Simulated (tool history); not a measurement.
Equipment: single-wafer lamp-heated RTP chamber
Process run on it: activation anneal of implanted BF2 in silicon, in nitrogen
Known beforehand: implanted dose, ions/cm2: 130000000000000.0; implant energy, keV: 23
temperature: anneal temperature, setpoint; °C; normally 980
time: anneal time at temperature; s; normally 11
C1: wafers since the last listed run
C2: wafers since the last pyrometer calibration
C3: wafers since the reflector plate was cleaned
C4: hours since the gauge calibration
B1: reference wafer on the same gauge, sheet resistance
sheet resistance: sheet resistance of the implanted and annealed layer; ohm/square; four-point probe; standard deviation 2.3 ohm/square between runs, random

run 1 hour=0 | temperature=980 time=11 | C1=0 C2=1275 C3=1333 C4=85.3 | B1=872.29 | sheet_resistance=731.43
run 2 hour=23.8 | temperature=980 time=11 | C1=627 C2=1902 C3=1960 C4=109.1 | B1=871.89 | sheet_resistance=730.74
run 3 hour=44.3 | temperature=980 time=11 | C1=540 C2=2442 C3=2500 C4=129.6 | B1=873.38 | sheet_resistance=735.54
-- hour=74.5 reflector plate cleaned
run 4 hour=75 | temperature=980 time=11 | C1=598 C2=3040 C3=13 C4=160.3 | B1=873.59 | sheet_resistance=735.2
-- hour=90.3 pyrometer window cleaned and pyrometer calibrated
run 5 hour=91.6 | temperature=980 time=11 | C1=226 C2=34 C3=240 C4=176.9 | B1=874.13 | sheet_resistance=730.93
-- hour=194.1 reflector plate cleaned
run 6 hour=195.8 | temperature=980 time=11 | C1=2534 C2=2568 C3=43 C4=281.1 | B1=878.07 | sheet_resistance=742.36
-- hour=222.8 pyrometer window cleaned and pyrometer calibrated
run 7 hour=223.3 | temperature=986 time=13 | C1=513 C2=12 C3=557 C4=308.6 | B1=880.13 | sheet_resistance=737.42
run 8 hour=239.2 | temperature=986 time=13 | C1=418 C2=431 C3=976 C4=324.5 | B1=880.63 | sheet_resistance=738.49
run 9 hour=266.1 | temperature=986 time=13 | C1=708 C2=1140 C3=1685 C4=351.4 | B1=881.73 | sheet_resistance=736.67
run 10 hour=278.5 | temperature=980 time=11 | C1=326 C2=1467 C3=2012 C4=363.8 | B1=882.71 | sheet_resistance=740.09
run 11 hour=312 | temperature=959 time=8 | C1=882 C2=2349 C3=2894 C4=397.3 | B1=884.58 | sheet_resistance=763.49
-- hour=324.6 reflector plate cleaned
-- hour=338.4 pyrometer window cleaned and pyrometer calibrated
run 12 hour=346.7 | temperature=1005 time=9 | C1=492 C2=218 C3=372 C4=432 | B1=886.56 | sheet_resistance=731.82
-- hour=350.3 gauge calibrated
run 13 hour=367.5 | temperature=980 time=13 | C1=548 C2=766 C3=920 C4=17.2 | B1=870 | sheet_resistance=726.35
run 14 hour=390.4 | temperature=980 time=11 | C1=603 C2=1369 C3=1524 C4=40.1 | B1=869.57 | sheet_resistance=733.92
run 15 hour=415.5 | temperature=980 time=11 | C1=661 C2=2030 C3=2185 C4=65.2 | B1=869.66 | sheet_resistance=731.23
-- hour=432.2 reflector plate cleaned
-- hour=454.3 pyrometer window cleaned and pyrometer calibrated
run 16 hour=454.8 | temperature=953 time=13 | C1=613 C2=14 C3=384 C4=104.5 | B1=870.3 | sheet_resistance=753.45

What does the tool deliver on the next run?
run 17 hour=477.9 | temperature=980 time=6 | C1=608 C2=622 C3=993 C4=127.6 | B1=? | sheet_resistance=?

Run 17 produced B1 870.48, sheet resistance 737.95 ohm/square.
Take away the tool's hidden state, keep the run-to-run variation as it was, and the same run would have given sheet resistance 737.73 ohm/square.

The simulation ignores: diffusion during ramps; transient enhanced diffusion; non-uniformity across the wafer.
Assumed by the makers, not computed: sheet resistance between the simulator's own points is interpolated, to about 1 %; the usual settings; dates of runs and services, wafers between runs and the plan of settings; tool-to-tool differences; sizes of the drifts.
